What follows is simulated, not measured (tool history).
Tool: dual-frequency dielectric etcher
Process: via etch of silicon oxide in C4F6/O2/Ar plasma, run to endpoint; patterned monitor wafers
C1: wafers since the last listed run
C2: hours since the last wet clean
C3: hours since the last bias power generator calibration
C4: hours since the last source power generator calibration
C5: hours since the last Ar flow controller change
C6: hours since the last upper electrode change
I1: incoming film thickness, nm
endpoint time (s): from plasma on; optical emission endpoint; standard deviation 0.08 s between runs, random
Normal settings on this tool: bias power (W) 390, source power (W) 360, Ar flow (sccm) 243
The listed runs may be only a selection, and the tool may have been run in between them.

run 1 day=0 | bias_power_(W)=390 source_power_(W)=360 Ar_flow_(sccm)=243 | C1=0 C2=27.7 C3=3155.7 C4=4058.9 C5=2871.9 C6=2755.2 | I1=110.1 | endpoint_time_(s)=26.6
run 2 day=1.175 | bias_power_(W)=390 source_power_(W)=360 Ar_flow_(sccm)=243 | C1=354 C2=55.9 C3=3183.9 C4=4087.1 C5=2900.1 C6=2783.4 | I1=110.9 | endpoint_time_(s)=26.8
run 3 day=3.912 | bias_power_(W)=358 source_power_(W)=360 Ar_flow_(sccm)=243 | C1=825 C2=121.6 C3=3249.6 C4=4152.8 C5=2965.8 C6=2849.1 | I1=111.8 | endpoint_time_(s)=27.9
run 4 day=4.95 | bias_power_(W)=390 source_power_(W)=360 Ar_flow_(sccm)=273 | C1=313 C2=146.5 C3=3274.5 C4=4177.7 C5=2990.7 C6=2874 | I1=110.1 | endpoint_time_(s)=27.2
run 5 day=6.404 | bias_power_(W)=390 source_power_(W)=360 Ar_flow_(sccm)=243 | C1=438 C2=181.4 C3=3309.4 C4=4212.6 C5=3025.6 C6=2908.9 | I1=110.6 | endpoint_time_(s)=26.9
run 6 day=8.55 | bias_power_(W)=390 source_power_(W)=360 Ar_flow_(sccm)=218 | C1=647 C2=232.9 C3=3360.9 C4=4264.1 C5=3077.1 C6=2960.4 | I1=111.9 | endpoint_time_(s)=26.8
run 7 day=10.479 | bias_power_(W)=390 source_power_(W)=360 Ar_flow_(sccm)=218 | C1=582 C2=279.2 C3=3407.2 C4=4310.4 C5=3123.4 C6=3006.7 | I1=111.1 | endpoint_time_(s)=26.7
-- day=14.071 wet clean of the chamber
run 8 day=17.538 | bias_power_(W)=390 source_power_(W)=360 Ar_flow_(sccm)=243 | C1=1827 C2=83.2 C3=3576.6 C4=4479.8 C5=3292.8 C6=3176.1 | I1=109.5 | endpoint_time_(s)=26.4
run 9 day=20.017 | bias_power_(W)=390 source_power_(W)=360 Ar_flow_(sccm)=243 | C1=748 C2=142.7 C3=3636.1 C4=4539.3 C5=3352.3 C6=3235.6 | I1=110.2 | endpoint_time_(s)=26.5
run 10 day=22.921 | bias_power_(W)=390 source_power_(W)=360 Ar_flow_(sccm)=243 | C1=876 C2=212.4 C3=3705.8 C4=4609 C5=3422 C6=3305.3 | I1=111 | endpoint_time_(s)=27
-- day=24.338 Ar flow controller replaced
run 11 day=24.825 | bias_power_(W)=390 source_power_(W)=360 Ar_flow_(sccm)=243 | C1=499 C2=258.1 C3=3751.5 C4=4654.7 C5=11.7 C6=3351 | I1=110.8 | endpoint_time_(s)=27.1
-- day=26.329 source power generator calibrated
run 12 day=26.575 | bias_power_(W)=390 source_power_(W)=360 Ar_flow_(sccm)=243 | C1=477 C2=300.1 C3=3793.5 C4=5.9 C5=53.7 C6=3393 | I1=109.9 | endpoint_time_(s)=26.9
-- day=28.133 wet clean of the chamber
run 13 day=28.154 | bias_power_(W)=390 source_power_(W)=360 Ar_flow_(sccm)=243 | C1=174 C2=0.5 C3=3831.4 C4=43.8 C5=91.6 C6=3430.9 | I1=111.4 | endpoint_time_(s)=26.8
run 14 day=30.325 | bias_power_(W)=390 source_power_(W)=360 Ar_flow_(sccm)=189 | C1=654 C2=52.6 C3=3883.5 C4=95.9 C5=143.7 C6=3483 | I1=110.1 | endpoint_time_(s)=25.4
-- day=32.754 upper electrode replaced
run 15 day=32.775 | bias_power_(W)=390 source_power_(W)=360 Ar_flow_(sccm)=243 | C1=437 C2=111.4 C3=3942.3 C4=154.7 C5=202.5 C6=0.5 | I1=111 | endpoint_time_(s)=26.8
-- day=33.692 bias power generator calibrated
run 16 day=33.733 | bias_power_(W)=433 source_power_(W)=440 Ar_flow_(sccm)=270 | C1=238 C2=134.4 C3=1 C4=177.7 C5=225.5 C6=23.5 | I1=111.4 | endpoint_time_(s)=24.2
run 17 day=35.788 | bias_power_(W)=390 source_power_(W)=360 Ar_flow_(sccm)=284 | C1=619 C2=183.7 C3=50.3 C4=227 C5=274.8 C6=72.8 | I1=111 | endpoint_time_(s)=27.4

Run 18 comes next. What will it give?
run 18 day=38.633 | bias_power_(W)=338 source_power_(W)=300 Ar_flow_(sccm)=209 | C1=858 C2=252 C3=118.6 C4=295.3 C5=343.1 C6=141.1 | I1=110.7 | endpoint_time_(s)=?

{"run 18": {"endpoint time (s)": 29.9}}
Take away the tool's hidden state, keep the run-to-run variation as it was, and the same run would have given endpoint time (s) 29.6.
